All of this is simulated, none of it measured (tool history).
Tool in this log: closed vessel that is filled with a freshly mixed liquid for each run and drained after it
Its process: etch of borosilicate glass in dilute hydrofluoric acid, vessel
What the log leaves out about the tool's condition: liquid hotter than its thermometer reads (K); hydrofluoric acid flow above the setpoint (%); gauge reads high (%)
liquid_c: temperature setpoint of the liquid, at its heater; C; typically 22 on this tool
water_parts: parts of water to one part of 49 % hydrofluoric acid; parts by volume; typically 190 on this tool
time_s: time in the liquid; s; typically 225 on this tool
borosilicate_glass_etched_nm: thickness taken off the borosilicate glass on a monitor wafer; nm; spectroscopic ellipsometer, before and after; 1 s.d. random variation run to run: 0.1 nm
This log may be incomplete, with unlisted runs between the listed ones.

| run | hour | liquid_c | water_parts | time_s | wafers since the last listed run | hours since the thermometer was replaced | hours since the hydrofluoric acid flow meter was replaced | hours since the gauge calibration | read-back film thickness of the borosilicate glass reference wafer, read on the same gauge (nm) | borosilicate_glass_etched_nm |
|---|---|---|---|---|---|---|---|---|---|---|
| 1 | 0 | 22 | 190 | 225 | 0 | 1688.2 | 936.3 | 206.6 | 49.99 | 32.42 |
| 2 | 8.4 | 22 | 190 | 225 | 737 | 1696.6 | 944.7 | 215 | 49.98 | 32.34 |
| 3 | 15.1 | 24 | 190 | 225 | 588 | 1703.3 | 951.4 | 221.7 | 49.98 | 35.08 |
| 4 | 28.4 | 24 | 190 | 225 | 1168 | 1716.6 | 964.7 | 235 | 50.01 | 34.89 |
| 5 | 41.8 | 24 | 190 | 225 | 1177 | 1730 | 978.1 | 248.4 | 50 | 34.78 |
| 6 | 54.2 | 22 | 210 | 225 | 1089 | 1742.4 | 990.5 | 260.8 | 50.02 | 28.91 |
| 7 | 62.4 | 22 | 210 | 225 | 720 | 1750.6 | 998.7 | 269 | 50.02 | 29 |
| 8 | 73.8 | 22 | 210 | 225 | 1001 | 1762 | 1010.1 | 280.4 | 50 | 28.88 |
|  | 84 | hydrofluoric acid flow meter replaced |
| 9 | 84.5 | 22 | 190 | 225 | 852 | 1772.7 | 0.5 | 291.1 | 49.99 | 30.01 |
| 10 | 99.3 | 22 | 190 | 225 | 1300 | 1787.5 | 15.3 | 305.9 | 49.99 | 30.13 |
| 11 | 106.6 | 22 | 190 | 225 | 641 | 1794.8 | 22.6 | 313.2 | 50.01 | 30.26 |
| 12 | 120 | 22 | 190 | 225 | 1177 | 1808.2 | 36 | 326.6 | 50 | 29.99 |
|  | 123.6 | gauge calibrated |
| 13 | 131.2 | 17 | 150 | 140 | 983 | 1819.4 | 47.2 | 7.6 | 50.02 | 20.42 |
| 14 | 144.3 | 22 | 105 | 225 | 1150 | 1832.5 | 60.3 | 20.7 | 50 | 59.92 |
| 15 | 154.4 | 23.5 | 190 | 225 | 887 | 1842.6 | 70.4 | 30.8 | 49.99 | 32.04 |
| 16 | 160.4 | 27 | 140 | 275 | 527 | 1848.6 | 76.4 | 36.8 | 49.98 | 63.91 |
| 17 | 174.3 | 22 | 245 | 225 | 1221 | 1862.5 | 90.3 | 50.7 | 49.99 | 22.11 |
| 18 | 187.5 | 22 | 190 | 225 | 1159 | 1875.7 | 103.5 | 63.9 | 49.99 | 30.21 |
| 19 | 196 | 22 | 190 | 225 | 746 | 1884.2 | 112 | 72.4 | 50.01 | 30.46 |
| 20 | 208.1 | 22 | 190 | 350 | 1062 | 1896.3 | 124.1 | 84.5 | 50 | 47.09 |
| 21 | 222.7 | 22 | 245 | 225 | 1282 | 1910.9 | 138.7 | 99.1 | 49.99 | 22.32 |
| 22 | 232.6 | 19.5 | 215 | 225 | 869 | 1920.8 | 148.6 | 109 | 50 | 23.71 |
| 23 | 249.3 | 19 | 125 | 140 | 1467 | 1937.5 | 165.3 | 125.7 | 49.99 | 27.48 |
|  | 261.2 | thermometer replaced |
| 24 | 265 | 23.5 | 280 | 270 | 1291 | 3.8 | 181 | 141.4 | 49.99 | 23.92 |
| 25 | 277.6 | 22 | 190 | 225 | 1106 | 16.4 | 193.6 | 154 | 50.01 | 30.51 |
| 26 | 287.9 | 22 | 105 | 345 | 904 | 26.7 | 203.9 | 164.3 | 50 | 92.81 |
| 27 | 294.6 | 19 | 275 | 225 | 588 | 33.4 | 210.6 | 171 | 50.01 | 17.46 |
| 28 | 309.4 | 22 | 190 | 225 | 1300 | 48.2 | 225.4 | 185.8 | 50.03 | 30.52 |
| 29 | 320.5 | 22 | 190 | 225 | 975 | 59.3 | 236.5 | 196.9 | 49.97 | 30.74 |
| 30 | 327.5 | 22 | 190 | 225 | 614 | 66.3 | 243.5 | 203.9 | 49.99 | 30.75 |
| 31 | 342.8 | 20 | 165 | 190 | 1344 | 81.6 | 258.8 | 219.2 | 50.01 | 28.43 |
| 32 | 358 | 22 | 140 | 305 | 1335 | 96.8 | 274 | 234.4 | 50 | 59.42 |

What if the next run were any one of these 5? Each begins from the tool's condition after run 32:
| A | 358.7 | 25 | 190 | 225 | 61 | 97.5 | 274.7 | 235.1 | ? | ? |
| B | 358.7 | 20 | 190 | 310 | 61 | 97.5 | 274.7 | 235.1 | ? | ? |
| C | 358.7 | 24 | 265 | 145 | 61 | 97.5 | 274.7 | 235.1 | ? | ? |
| D | 358.7 | 24 | 270 | 130 | 61 | 97.5 | 274.7 | 235.1 | ? | ? |
| E | 358.7 | 18 | 110 | 225 | 61 | 97.5 | 274.7 | 235.1 | ? | ? |

| run | read-back film thickness of the borosilicate glass reference wafer, read on the same gauge (nm) | borosilicate_glass_etched_nm |
|---|---|---|
| A | 49.99 | 34.68 |
| B | 49.99 | 39.52 |
| C | 49.99 | 14.3 |
| D | 49.99 | 12.52 |
| E | 49.99 | 49.5 |
Take away the tool's hidden state, keep each run's random variation, and the runs would have read:
| run | borosilicate_glass_etched_nm |
|---|---|
| A | 33.47 |
| B | 38.17 |
| C | 13.78 |
| D | 12.06 |
| E | 47.9 |
